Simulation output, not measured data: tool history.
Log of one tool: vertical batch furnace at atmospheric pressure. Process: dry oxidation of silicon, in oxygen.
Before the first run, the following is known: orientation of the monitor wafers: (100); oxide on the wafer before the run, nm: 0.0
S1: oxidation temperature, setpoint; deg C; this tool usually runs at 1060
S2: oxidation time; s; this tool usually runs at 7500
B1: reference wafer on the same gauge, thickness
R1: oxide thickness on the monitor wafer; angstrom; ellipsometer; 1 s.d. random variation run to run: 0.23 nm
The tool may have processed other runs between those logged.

run 1 hour=0.0 | S1=1060 S2=7500 | B1=158.02 | R1=1599.5
run 2 hour=43.0 | S1=1060 S2=7500 | B1=157.94 | R1=1603.0
run 3 hour=99.0 | S1=1060 S2=7500 | B1=157.95 | R1=1598.8
run 4 hour=152.4 | S1=1060 S2=7500 | B1=157.99 | R1=1602.6
run 5 hour=196.4 | S1=1060 S2=7500 | B1=158.02 | R1=1601.3
-- hour=234.2 gauge calibrated
-- hour=256.0 thermocouples replaced and temperature profile calibrated
run 6 hour=265.4 | S1=1047 S2=7500 | B1=158.05 | R1=1390.9
run 7 hour=309.6 | S1=1079 S2=7500 | B1=157.99 | R1=1781.9
run 8 hour=367.8 | S1=1060 S2=7500 | B1=157.95 | R1=1544.7

Run 9, settings as shown, results not yet in. Your forecast:
run 9 hour=411.3 | S1=1035 S2=6030 | B1=? | R1=?

B1: 157.94
R1: 1099.2 angstrom
Had the tool carried no hidden state, the very same run would have given R1 1091.3 angstrom.

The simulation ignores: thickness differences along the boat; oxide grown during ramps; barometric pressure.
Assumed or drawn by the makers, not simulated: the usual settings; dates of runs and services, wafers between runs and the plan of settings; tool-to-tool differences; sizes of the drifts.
